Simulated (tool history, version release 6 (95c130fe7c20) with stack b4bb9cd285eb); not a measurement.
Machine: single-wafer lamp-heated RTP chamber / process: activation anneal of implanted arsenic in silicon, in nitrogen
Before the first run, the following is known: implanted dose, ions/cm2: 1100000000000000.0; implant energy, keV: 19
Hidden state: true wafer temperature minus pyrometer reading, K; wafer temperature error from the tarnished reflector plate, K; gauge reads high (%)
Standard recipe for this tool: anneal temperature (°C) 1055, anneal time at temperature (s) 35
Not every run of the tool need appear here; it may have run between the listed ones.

| run | hour | anneal temperature (°C) | anneal time at temperature (s) | wafers since the last listed run | wafers since the last pyrometer calibration | wafers since the reflector plate was cleaned | hours since the gauge calibration | read-back reference wafer on the same gauge, sheet resistance | sheet resistance of the implanted and annealed layer (ohm/square) |
|---|---|---|---|---|---|---|---|---|---|
| 1 | 0 | 1042 | 35 | 0 | 2156 | 5185 | 304.8 | 97.85 | 114.75 |
| 2 | 28.6 | 1055 | 29 | 587 | 2744 | 5772 | 333.4 | 97.86 | 113.51 |
| 3 | 96.1 | 1055 | 35 | 1385 | 4129 | 7157 | 400.9 | 98.09 | 111.32 |
|  | 132.7 | pyrometer window cleaned and pyrometer calibrated |
| 4 | 163.9 | 1055 | 35 | 1227 | 639 | 8385 | 468.7 | 97.9 | 113.17 |
| 5 | 228.2 | 1055 | 35 | 1319 | 1959 | 9705 | 533 | 98.09 | 111.88 |
|  | 256.2 | reflector plate cleaned |
| 6 | 280.1 | 1055 | 42 | 901 | 2860 | 490 | 584.9 | 98.01 | 111.19 |
| 7 | 306 | 1055 | 42 | 531 | 3392 | 1021 | 610.8 | 97.88 | 110.47 |
|  | 329.6 | pyrometer window cleaned and pyrometer calibrated |
| 8 | 356.3 | 1055 | 42 | 868 | 547 | 1890 | 661.1 | 97.93 | 112.15 |
| 9 | 421.6 | 1035 | 54 | 1340 | 1887 | 3230 | 726.4 | 97.95 | 112.6 |
| 10 | 459 | 1055 | 35 | 767 | 2655 | 3998 | 763.8 | 97.95 | 112.33 |
|  | 563.1 | gauge calibrated |
|  | 573.8 | pyrometer window cleaned and pyrometer calibrated |
| 11 | 595.2 | 1041 | 43 | 2631 | 439 | 6629 | 32.1 | 98.01 | 114.33 |
| 12 | 651.5 | 1069 | 43 | 1155 | 1595 | 7785 | 88.4 | 98.03 | 107.5 |
| 13 | 682.3 | 1045 | 54 | 632 | 2227 | 8417 | 119.2 | 97.97 | 109.86 |
|  | 722.3 | reflector plate cleaned |
| 14 | 747.2 | 1055 | 17 | 1168 | 3395 | 511 | 184.1 | 97.99 | 121.72 |

Run 15 is up next; what results do you expect?
|  | 807.2 | pyrometer window cleaned and pyrometer calibrated |
| 15 | 818.4 | 1055 | 24 | 1297 | 229 | 1809 | 255.3 | ? | ? |

read-back reference wafer on the same gauge, sheet resistance: 98.03
sheet resistance of the implanted and annealed layer (ohm/square): 118.77
Minus the tool's unlogged condition, the same run would have read sheet resistance of the implanted and annealed layer (ohm/square) 120.23.
